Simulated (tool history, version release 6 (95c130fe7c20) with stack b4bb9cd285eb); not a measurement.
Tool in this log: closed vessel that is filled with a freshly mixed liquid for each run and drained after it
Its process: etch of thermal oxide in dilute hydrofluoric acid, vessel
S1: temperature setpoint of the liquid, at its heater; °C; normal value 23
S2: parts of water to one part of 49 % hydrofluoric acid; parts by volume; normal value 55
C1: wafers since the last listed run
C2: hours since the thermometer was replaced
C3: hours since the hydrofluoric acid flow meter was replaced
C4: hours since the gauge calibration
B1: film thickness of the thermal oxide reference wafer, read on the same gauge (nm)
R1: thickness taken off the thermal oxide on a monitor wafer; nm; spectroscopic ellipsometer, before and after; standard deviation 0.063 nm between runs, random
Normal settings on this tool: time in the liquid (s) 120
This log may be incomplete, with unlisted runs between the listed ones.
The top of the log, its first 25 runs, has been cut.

Run 26, hour 1813.7: usual settings but S1 24.5 °C, S2 40 parts by volume, time in the liquid (s) 190; C1 4220; C2 1479.1; C3 780.9; C4 646.5; B1 99.97. Result: R1 21.98 nm.
Run 27, hour 1879.9: usual settings but time in the liquid (s) 75; C1 4962; C2 1545.3; C3 847.1; C4 712.7; B1 99.96. Result: R1 5.85 nm.
Run 28, hour 1950.8: usual settings but time in the liquid (s) 160; C1 5314; C2 1616.2; C3 918; C4 783.6; B1 100.03. Result: R1 12.51 nm.
At hour 2009.5: hydrofluoric acid flow meter replaced.
Run 29, hour 2042.9: usual settings but time in the liquid (s) 160; C1 6829; C2 1708.3; C3 33.4; C4 875.7; B1 99.98. Result: R1 13.13 nm.
Run 30, hour 2100.8: usual settings; C1 4340; C2 1766.2; C3 91.3; C4 933.6; B1 100.04. Result: R1 9.85 nm.
Run 31, hour 2182.4: usual settings but S1 20.5 °C, S2 35 parts by volume, time in the liquid (s) 65; C1 6116; C2 1847.8; C3 172.9; C4 1015.2; B1 99.97. Result: R1 7.65 nm.
At hour 2253.9: thermometer replaced.
Run 32, hour 2270.2: usual settings; C1 6506; C2 16.3; C3 260.7; C4 1103; B1 99.98. Result: R1 9.74 nm.
Run 33, hour 2306.4: usual settings but S1 21 °C; C1 2713; C2 52.5; C3 296.9; C4 1139.2; B1 99.99. Result: R1 8.99 nm.

Forecast each of these 4 alternatives for the next run:
Run A, hour 2307.1: usual settings but S1 25.5 °C; C1 52; C2 53.2; C3 297.6; C4 1139.9; B1 ?. Result: R1 ?.
Run B, hour 2307.1: usual settings but S1 18.5 °C; C1 52; C2 53.2; C3 297.6; C4 1139.9; B1 ?. Result: R1 ?.
Run C, hour 2307.1: usual settings but time in the liquid (s) 185; C1 52; C2 53.2; C3 297.6; C4 1139.9; B1 ?. Result: R1 ?.
Run D, hour 2307.1: usual settings but time in the liquid (s) 70; C1 52; C2 53.2; C3 297.6; C4 1139.9; B1 ?. Result: R1 ?.

run      B1     R1
  A  100.02  10.81
  B  100.02   8.08
  C  100.02  15.05
  D  100.02   5.69
Without the tool's unlogged condition, the same runs would have read:
run     R1
  A     11
  B   8.22
  C  15.31
  D   5.79
